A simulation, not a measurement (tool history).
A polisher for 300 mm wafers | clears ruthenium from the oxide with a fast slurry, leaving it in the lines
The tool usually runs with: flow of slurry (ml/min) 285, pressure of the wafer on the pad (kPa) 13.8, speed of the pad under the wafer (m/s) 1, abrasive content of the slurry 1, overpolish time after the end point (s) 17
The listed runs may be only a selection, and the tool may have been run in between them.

run	hour	flow of slurry (ml/min)	pressure of the wafer on the pad (kPa)	speed of the pad under the wafer (m/s)	abrasive content of the slurry	overpolish time after the end point (s)	incoming thickness of the incoming film, nm	time until the end point was called (s)	dishing of a wide line in a test structure (nm)
1	0	285	13.8	1.16	1	17	272.3	76	49.3
2	10.3	285	13.8	1.16	1	17	269.8	73.8	48.1
3	16.8	285	13.8	1	1	17	270.9	87.1	42
4	57.2	285	10.3	1	1	17	268.6	104.9	35.9
5	66.9	285	10.3	1	1	17	267.9	104.8	34.9
# hour 76.6: worn pad replaced by a new one
6	79.8	285	10.3	1	1	17	272.3	106.5	36
7	93.7	285	13.8	1	1	17	268	88.6	41.4
8	100.5	285	13.8	1	1	17	267	87.7	42.4
9	108.7	285	13.8	1	1	17	273.9	90	41.9
10	120	285	13.8	1	1	17	267.7	89.1	41.4
11	136.7	320	13.8	1	1	17	271.3	88.5	41.7
12	142.9	320	13.8	1	1	17	269.1	87.8	42.2
# hour 151: slurry nozzle cleaned
13	157.4	210	13.8	1	1	17	271.6	92.2	40.5
14	165	365	16.5	1	1	9	269.3	77.7	26.3
# hour 171.7: head pressure recalibrated
15	177.3	285	9.7	1	1	17	270.8	111.5	33.8

Run 16 has not been measured yet. What should we expect?
16	189.8	285	13.8	1	1.25	13	270.5	?	?

Run 16 came out at time until the end point was called (s) 84.7, dishing of a wide line in a test structure (nm) 34.4.
Without the tool's hidden state the same run would have given time until the end point was called (s) 79.8, dishing of a wide line in a test structure (nm) 36.3.
